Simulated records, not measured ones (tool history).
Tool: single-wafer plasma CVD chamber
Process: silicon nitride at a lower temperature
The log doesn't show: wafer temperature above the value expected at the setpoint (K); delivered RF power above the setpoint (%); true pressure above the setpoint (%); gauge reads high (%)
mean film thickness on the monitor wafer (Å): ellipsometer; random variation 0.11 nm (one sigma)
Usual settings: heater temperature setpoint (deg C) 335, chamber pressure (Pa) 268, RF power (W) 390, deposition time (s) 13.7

| run | hour | heater temperature setpoint (deg C) | chamber pressure (Pa) | RF power (W) | deposition time (s) | wafers since the last listed run | hours since the last thermocouple change | hours since the last RF generator calibration | hours since the last manometer calibration | hours since the showerhead was replaced | hours since the gauge calibration | read-back reference wafer on the same gauge, thickness_nm | mean film thickness on the monitor wafer (Å) |
|---|---|---|---|---|---|---|---|---|---|---|---|---|---|
| 1 | 0.0 | 335 | 217 | 390 | 13.7 | 0 | 2171.7 | 852.0 | 2037.3 | 5671.1 | 398.0 | 17.264 | 185.88 |
| 2 | 59.9 | 335 | 268 | 390 | 13.7 | 1473 | 2231.6 | 911.9 | 2097.2 | 5731.0 | 457.9 | 17.229 | 194.08 |
| 3 | 151.9 | 335 | 268 | 390 | 13.7 | 2262 | 2323.6 | 1003.9 | 2189.2 | 5823.0 | 549.9 | 17.160 | 195.50 |
| 4 | 214.3 | 335 | 243 | 390 | 13.7 | 1534 | 2386.0 | 1066.3 | 2251.6 | 5885.4 | 612.3 | 17.173 | 189.02 |
| 5 | 355.5 | 335 | 243 | 390 | 13.7 | 3472 | 2527.2 | 1207.5 | 2392.8 | 6026.6 | 753.5 | 17.099 | 191.52 |
| 6 | 453.0 | 335 | 268 | 390 | 13.7 | 2397 | 2624.7 | 1305.0 | 2490.3 | 6124.1 | 851.0 | 17.066 | 192.34 |
|  | 461.7 | showerhead replaced |
|  | 497.6 | thermocouple changed; heater temperature recalibrated |
| 7 | 526.0 | 335 | 268 | 390 | 13.7 | 1401 | 28.4 | 1378.0 | 2563.3 | 64.3 | 924.0 | 17.035 | 192.87 |
| 8 | 572.7 | 335 | 268 | 390 | 15.0 | 1148 | 75.1 | 1424.7 | 2610.0 | 111.0 | 970.7 | 17.037 | 209.37 |
| 9 | 635.0 | 335 | 268 | 390 | 13.7 | 1532 | 137.4 | 1487.0 | 2672.3 | 173.3 | 1033.0 | 16.950 | 192.65 |
|  | 671.0 | gauge calibrated |
| 10 | 726.9 | 335 | 217 | 390 | 13.7 | 2259 | 229.3 | 1578.9 | 2764.2 | 265.2 | 55.9 | 17.329 | 188.50 |
|  | 737.6 | capacitance manometer re-zeroed and calibrated |
|  | 840.4 | RF generator calibrated |
| 11 | 966.5 | 335 | 297 | 390 | 12.8 | 5498 | 468.9 | 126.1 | 228.9 | 504.8 | 295.5 | 17.245 | 186.83 |
| 12 | 1032.2 | 335 | 215 | 390 | 11.7 | 1615 | 534.6 | 191.8 | 294.6 | 570.5 | 361.2 | 17.219 | 158.74 |
| 13 | 1112.7 | 335 | 268 | 390 | 13.7 | 1979 | 615.1 | 272.3 | 375.1 | 651.0 | 441.7 | 17.242 | 195.35 |
| 14 | 1210.3 | 339 | 301 | 465 | 13.7 | 2400 | 712.7 | 369.9 | 472.7 | 748.6 | 539.3 | 17.180 | 226.38 |
| 15 | 1258.8 | 349 | 268 | 390 | 13.7 | 1192 | 761.2 | 418.4 | 521.2 | 797.1 | 587.8 | 17.166 | 194.09 |
| 16 | 1350.3 | 335 | 268 | 390 | 11.6 | 2250 | 852.7 | 509.9 | 612.7 | 888.6 | 679.3 | 17.123 | 165.19 |

The tool's hidden state at each run:
wafer temperature above the value expected at the setpoint (K): 0 in every run
delivered RF power above the setpoint (%): 0 in every run
true pressure above the setpoint (%): 0 in every run
H1: gauge reads high (%)
| run | H1 |
|---|---|
| 1 | -0.947 |
| 2 | -1.07 |
| 3 | -1.25 |
| 4 | -1.38 |
| 5 | -1.66 |
| 6 | -1.85 |
| 7 | -2 |
| 8 | -2.09 |
| 9 | -2.22 |
| 10 | -0.324 |
| 11 | -0.804 |
| 12 | -0.936 |
| 13 | -1.1 |
| 14 | -1.29 |
| 15 | -1.39 |
| 16 | -1.57 |

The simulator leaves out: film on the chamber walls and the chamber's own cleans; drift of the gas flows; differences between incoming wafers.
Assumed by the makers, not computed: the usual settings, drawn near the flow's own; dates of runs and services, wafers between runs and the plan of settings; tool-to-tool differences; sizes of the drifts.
